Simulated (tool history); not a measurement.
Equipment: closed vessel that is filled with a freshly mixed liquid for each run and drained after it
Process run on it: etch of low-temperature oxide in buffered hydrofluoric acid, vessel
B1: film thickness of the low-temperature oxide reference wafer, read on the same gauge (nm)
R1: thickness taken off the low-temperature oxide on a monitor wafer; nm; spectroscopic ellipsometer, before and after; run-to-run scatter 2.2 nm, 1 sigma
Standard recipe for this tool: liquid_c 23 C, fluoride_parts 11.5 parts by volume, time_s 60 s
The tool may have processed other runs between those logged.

{"run": 1, "day": 0.0, "liquid_c": 25.5, "fluoride_parts": 11.5, "time_s": 60, "B1": 139.97, "R1": 263.93}
{"run": 2, "day": 0.608, "liquid_c": 25.5, "fluoride_parts": 11.5, "time_s": 60, "B1": 140.03, "R1": 263.88}
{"run": 3, "day": 2.058, "liquid_c": 26, "fluoride_parts": 11.5, "time_s": 70, "B1": 140.01, "R1": 320.2}
{"run": 4, "day": 3.508, "liquid_c": 26, "fluoride_parts": 11.5, "time_s": 70, "B1": 139.99, "R1": 315}
{"run": 5, "day": 4.683, "liquid_c": 23, "fluoride_parts": 11.5, "time_s": 60, "B1": 139.97, "R1": 233.02}
{"day": 5.617, "done": "gauge calibrated"}
{"run": 6, "day": 5.817, "liquid_c": 23, "fluoride_parts": 11.5, "time_s": 60, "B1": 139.99, "R1": 230.52}
{"day": 6.317, "done": "thermometer replaced"}
{"day": 6.867, "done": "hydrofluoric acid flow meter replaced"}
{"run": 7, "day": 7.012, "liquid_c": 23, "fluoride_parts": 11.5, "time_s": 60, "B1": 140, "R1": 230.5}
{"run": 8, "day": 8.271, "liquid_c": 23, "fluoride_parts": 9, "time_s": 60, "B1": 140.04, "R1": 282.8}
{"run": 9, "day": 8.996, "liquid_c": 26, "fluoride_parts": 10, "time_s": 60, "B1": 140.01, "R1": 310.73}
{"run": 10, "day": 9.975, "liquid_c": 19.5, "fluoride_parts": 13.5, "time_s": 60, "B1": 139.99, "R1": 164.02}
{"run": 11, "day": 11.021, "liquid_c": 23, "fluoride_parts": 11.5, "time_s": 30, "B1": 140.01, "R1": 115.34}
{"run": 12, "day": 12.325, "liquid_c": 23, "fluoride_parts": 11.5, "time_s": 60, "B1": 140.01, "R1": 233.35}
{"run": 13, "day": 13.083, "liquid_c": 21.5, "fluoride_parts": 16, "time_s": 75, "B1": 139.94, "R1": 192.67}
{"run": 14, "day": 13.921, "liquid_c": 23, "fluoride_parts": 11.5, "time_s": 60, "B1": 139.98, "R1": 231.42}
{"run": 15, "day": 14.646, "liquid_c": 27.5, "fluoride_parts": 11.5, "time_s": 60, "B1": 139.99, "R1": 294.11}
{"run": 16, "day": 15.892, "liquid_c": 18.5, "fluoride_parts": 11.5, "time_s": 35, "B1": 139.99, "R1": 104.93}

Below are 5 alternative next runs, each starting from the tool's condition after run 16. Predict each:
{"run": "A", "day": 15.921, "liquid_c": 23, "fluoride_parts": 11.5, "time_s": 60, "B1": "?", "R1": "?"}
{"run": "B", "day": 15.921, "liquid_c": 27, "fluoride_parts": 9.5, "time_s": 75, "B1": "?", "R1": "?"}
{"run": "C", "day": 15.921, "liquid_c": 21, "fluoride_parts": 16, "time_s": 85, "B1": "?", "R1": "?"}
{"run": "D", "day": 15.921, "liquid_c": 27, "fluoride_parts": 15, "time_s": 45, "B1": "?", "R1": "?"}
{"run": "E", "day": 15.921, "liquid_c": 19.5, "fluoride_parts": 11.5, "time_s": 60, "B1": "?", "R1": "?"}

run=A B1=139.99 R1=228.85
run=B B1=139.99 R1=420.44
run=C B1=139.99 R1=209.94
run=D B1=139.99 R1=164.37
run=E B1=139.99 R1=188.41
With the hidden condition removed and each run's random variation left untouched, the same runs would have given:
run=A R1=228.85
run=B R1=420.44
run=C R1=209.94
run=D R1=164.37
run=E R1=188.41

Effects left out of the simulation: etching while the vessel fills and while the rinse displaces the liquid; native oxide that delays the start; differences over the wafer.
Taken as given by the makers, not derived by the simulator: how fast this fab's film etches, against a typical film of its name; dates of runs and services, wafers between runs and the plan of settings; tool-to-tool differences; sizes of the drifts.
